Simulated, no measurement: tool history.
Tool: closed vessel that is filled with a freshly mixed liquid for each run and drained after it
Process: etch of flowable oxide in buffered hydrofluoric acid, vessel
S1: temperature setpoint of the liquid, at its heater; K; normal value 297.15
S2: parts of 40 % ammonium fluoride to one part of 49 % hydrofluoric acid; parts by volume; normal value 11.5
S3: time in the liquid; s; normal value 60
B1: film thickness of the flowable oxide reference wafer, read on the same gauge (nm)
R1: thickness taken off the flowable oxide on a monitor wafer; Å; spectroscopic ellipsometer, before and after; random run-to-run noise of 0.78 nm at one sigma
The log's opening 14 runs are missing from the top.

| run | hour | S1 | S2 | S3 | B1 | R1 |
|---|---|---|---|---|---|---|
| 15 | 623.4 | 301.15 | 15 | 60 | 140.02 | 1153.1 |
| 16 | 692.5 | 293.65 | 11.5 | 80 | 139.95 | 1324.4 |
| 17 | 741.4 | 297.15 | 11.5 | 60 | 140.02 | 1192.1 |
| 18 | 783.4 | 298.65 | 11.5 | 35 | 140 | 767.3 |
| 19 | 847.4 | 297.15 | 11.5 | 60 | 139.96 | 1200.2 |
| 20 | 891.5 | 297.15 | 11.5 | 60 | 139.99 | 1205.9 |
| 21 | 952.1 | 299.15 | 15.5 | 40 | 140.02 | 662.7 |
| 22 | 996.1 | 297.15 | 11.5 | 60 | 140 | 1198.9 |
| 23 | 1042.4 | 297.15 | 11.5 | 60 | 140.01 | 1201.2 |
|  | 1057.1 | hydrofluoric acid flow meter replaced |
| 24 | 1070.4 | 293.15 | 11.5 | 60 | 140 | 964 |
| 25 | 1124.8 | 295.65 | 13.5 | 50 | 140.01 | 796.2 |
|  | 1167.8 | gauge calibrated |
| 26 | 1304.8 | 297.15 | 11.5 | 60 | 139.99 | 1204.3 |
| 27 | 1342.3 | 293.15 | 12.5 | 50 | 139.96 | 752.8 |
| 28 | 1402.9 | 299.15 | 9.5 | 50 | 140 | 1331.7 |
| 29 | 1465.7 | 301.15 | 15 | 60 | 140.03 | 1161.8 |
| 30 | 1509.3 | 300.15 | 11.5 | 60 | 139.99 | 1412 |
| 31 | 1576.7 | 297.15 | 11.5 | 30 | 140 | 597.3 |
| 32 | 1619.5 | 292.15 | 15.5 | 60 | 140 | 676.2 |
| 33 | 1654.9 | 301.15 | 13.5 | 75 | 140.01 | 1596.7 |
| 34 | 1695.2 | 294.15 | 9.5 | 30 | 140.02 | 604.9 |

Below are 3 alternative next runs, each starting from the tool's condition after run 34. Predict each:
| A | 1695.9 | 297.15 | 11.5 | 60 | ? | ? |
| B | 1695.9 | 299.65 | 13.5 | 60 | ? | ? |
| C | 1695.9 | 295.65 | 11.5 | 60 | ? | ? |

| run | B1 | R1 |
|---|---|---|
| A | 139.99 | 1201.4 |
| B | 139.99 | 1175.9 |
| C | 139.99 | 1106.6 |
With no hidden state in the tool, these same runs would have given:
| run | R1 |
|---|---|
| A | 1201.4 |
| B | 1175.9 |
| C | 1106.6 |

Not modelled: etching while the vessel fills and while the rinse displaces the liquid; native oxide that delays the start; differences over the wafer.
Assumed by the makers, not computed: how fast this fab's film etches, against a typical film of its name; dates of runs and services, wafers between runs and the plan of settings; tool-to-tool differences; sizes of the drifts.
